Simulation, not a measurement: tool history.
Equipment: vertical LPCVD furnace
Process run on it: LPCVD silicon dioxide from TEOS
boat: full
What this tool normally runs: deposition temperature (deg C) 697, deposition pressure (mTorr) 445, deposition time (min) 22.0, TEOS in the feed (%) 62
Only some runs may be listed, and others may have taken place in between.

| run | hour | deposition temperature (deg C) | deposition pressure (mTorr) | deposition time (min) | TEOS in the feed (%) | read-back reference wafer on the same gauge, thickness | film thickness on the monitor wafer in the middle of the boat (nm) |
|---|---|---|---|---|---|---|---|
| 1 | 0.0 | 697 | 485 | 26.5 | 62 | 171.99 | 236.18 |
| 2 | 28.5 | 697 | 485 | 26.5 | 62 | 172.13 | 237.20 |
| 3 | 48.8 | 697 | 485 | 26.5 | 62 | 172.04 | 236.62 |
| 4 | 75.3 | 697 | 445 | 22.0 | 62 | 172.03 | 188.33 |
| 5 | 97.3 | 689 | 400 | 22.0 | 62 | 172.01 | 148.04 |
| 6 | 120.9 | 689 | 400 | 22.0 | 62 | 171.99 | 148.42 |
| 7 | 168.0 | 689 | 400 | 22.0 | 62 | 172.00 | 131.90 |
| 8 | 174.5 | 697 | 445 | 22.0 | 66 | 172.05 | 173.90 |
| 9 | 202.9 | 697 | 445 | 22.0 | 66 | 172.01 | 173.89 |
| 10 | 229.9 | 707 | 405 | 28.0 | 74 | 171.94 | 280.71 |
| 11 | 312.6 | 690 | 445 | 19.5 | 53 | 171.93 | 117.06 |
| 12 | 331.7 | 688 | 445 | 22.0 | 62 | 172.07 | 136.00 |
| 13 | 364.2 | 685 | 485 | 24.5 | 62 | 171.97 | 147.28 |
| 14 | 398.3 | 687 | 445 | 22.0 | 62 | 172.10 | 132.30 |
| 15 | 413.7 | 685 | 445 | 28.5 | 54 | 171.89 | 153.11 |
| 16 | 448.2 | 697 | 445 | 22.0 | 62 | 172.13 | 168.24 |
| 17 | 473.4 | 697 | 445 | 22.0 | 62 | 171.86 | 168.80 |
| 18 | 503.0 | 687 | 445 | 22.0 | 55 | 171.96 | 125.05 |

Missing from the log above: 4 entries noted between runs. For each, name the pair of listed runs it sits between and say how the tool's hidden condition differs from the listed run just before to the listed run just after:
In the gap between runs 6 and 7: thermocouples replaced and temperature profile calibrated (hour 167.5)
  true tube temperature minus thermocouple reading, K: 5.22 -> 0.193
  measured value less the no-hidden-state value, film thickness on the monitor wafer in the middle of the boat (nm): +17.24 -> +0.60
In the gap between runs 10 and 11: gauge calibrated (hour 254.2); pressure gauge zeroed (hour 267.8)
  true tube temperature minus thermocouple reading, K: 0.194 -> 0.197
  measured value less the no-hidden-state value, film thickness on the monitor wafer in the middle of the boat (nm): +1.24 -> +0.55
In the gap between runs 12 and 13: TEOS flow controller replaced (hour 356.7)
  true tube temperature minus thermocouple reading, K: 0.198 -> 0.201
  measured value less the no-hidden-state value, film thickness on the monitor wafer in the middle of the boat (nm): +0.64 -> +0.71
